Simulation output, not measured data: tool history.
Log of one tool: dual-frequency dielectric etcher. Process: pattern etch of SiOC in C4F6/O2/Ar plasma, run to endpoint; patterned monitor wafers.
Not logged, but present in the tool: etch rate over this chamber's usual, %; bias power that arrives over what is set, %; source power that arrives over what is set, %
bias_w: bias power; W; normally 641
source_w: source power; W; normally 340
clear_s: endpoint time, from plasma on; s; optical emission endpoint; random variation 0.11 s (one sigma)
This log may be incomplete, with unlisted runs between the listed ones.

run,hour,bias_w,source_w,wafers since the last listed run,hours since the last wet clean,hours since the last bias power generator calibration,hours since the last source power generator calibration,hours since the last upper electrode change,"incoming incoming film thickness, nm",clear_s
1,0,641,340,0,208.7,3674.4,591.2,5365.6,43.76,12.5
2,44.4,641,340,934,253.1,3718.8,635.6,5410,43.84,12.3
3,71.6,641,340,572,280.3,3746,662.8,5437.2,43.7,12.3
# hour 107.9: wet clean of the chamber
4,130.5,641,340,734,22.6,3804.9,721.7,5496.1,44.39,13.2
5,194.5,641,340,1347,86.6,3868.9,785.7,5560.1,44.28,13.1
6,243.7,641,340,1035,135.8,3918.1,834.9,5609.3,43.4,12.7
7,304.3,580,340,1275,196.4,3978.7,895.5,5669.9,44.41,13.4
8,342.1,641,340,795,234.2,4016.5,933.3,5707.7,44.46,12.9
9,389.7,641,340,1001,281.8,4064.1,980.9,5755.3,43.55,12.5
# hour 470.4: upper electrode replaced, of another model than before
10,470.9,590,320,1203,363,4145.3,1062.1,0.5,44.05,13.5
11,497,590,320,549,389.1,4171.4,1088.2,26.6,44.28,13.3
# hour 530.3: wet clean of the chamber
12,546,590,320,526,15.7,4220.4,1137.2,75.6,43.8,13.6
# hour 672.6: bias power generator calibrated
13,691.8,603,340,2984,161.5,19.2,1283,221.4,43.84,13
14,756.9,603,340,1370,226.6,84.3,1348.1,286.5,43.04,12.3
15,781.1,603,340,509,250.8,108.5,1372.3,310.7,44.4,12.8
# hour 863.6: wet clean of the chamber
16,864.1,641,340,1241,0.5,191.5,1455.3,393.7,43.78,12.8
17,905.1,641,340,863,41.5,232.5,1496.3,434.7,43.62,12.8
18,969.5,507,380,1355,105.9,296.9,1560.7,499.1,44.2,12.6
19,1024.6,684,400,1159,161,352,1615.8,554.2,43.87,11.2
20,1065.6,792,390,863,202,393,1656.8,595.2,44.13,10.9
21,1102.8,505,370,783,239.2,430.2,1694,632.4,44.49,12.8
22,1151.4,719,260,1022,287.8,478.8,1742.6,681,44,15.1
23,1194,535,390,896,330.4,521.4,1785.2,723.6,44.3,11.9
# hour 1241.2: wet clean of the chamber
24,1248.2,641,340,635,7,575.6,1839.4,777.8,43.7,12.7
25,1286.1,641,340,797,44.9,613.5,1877.3,815.7,43.71,12.7
# hour 1297.2: source power generator calibrated
26,1316.4,800,340,553,75.2,643.8,19.2,846,43.84,12.2
27,1362.8,541,340,976,121.6,690.2,65.6,892.4,44.25,13.3
28,1389.9,720,380,570,148.7,717.3,92.7,919.5,43.85,11.5
29,1443.6,764,300,1130,202.4,771,146.4,973.2,44.03,13
30,1507,641,340,1334,265.8,834.4,209.8,1036.6,43.62,12.5
31,1577.6,794,290,1486,336.4,905,280.4,1107.2,43.94,13
32,1619.4,754,270,879,378.2,946.8,322.2,1149,43.92,14
# hour 1648.9: wet clean of the chamber
33,1651.2,791,270,164,2.3,978.6,354,1180.8,43.59,14.4
34,1695.2,765,370,926,46.3,1022.6,398,1224.8,44.13,11.8
35,1735.3,641,340,844,86.4,1062.7,438.1,1264.9,43.7,12.9

For some of the steps in clear_s from one run to the next: how much would appear even if the tool had no hidden state, given the settings, what came in and random variation, and how much remains for the hidden state plus any gauge scatter that the measured result and the result without hidden state don't share?
Run 3 -> 4: wet clean of the chamber. clear_s +0.9 s: hidden state +0.6, all else +0.3.
Run 15 -> 16: bias_w 603 -> 641, wet clean of the chamber. clear_s +0 s: hidden state +0.6, all else -0.6.
Run 21 -> 22: bias_w 505 -> 719, source_w 370 -> 260. clear_s +2.3 s: hidden state -0.2, all else +2.5.
Run 22 -> 23: bias_w 719 -> 535, source_w 260 -> 390. clear_s -3.2 s: hidden state +0.1, all else -3.3.
Run 32 -> 33: bias_w 754 -> 791, wet clean of the chamber. clear_s +0.4 s: hidden state +0.9, all else -0.5.
Run 33 -> 34: bias_w 791 -> 765, source_w 270 -> 370. clear_s -2.6 s: hidden state -0.1, all else -2.5.
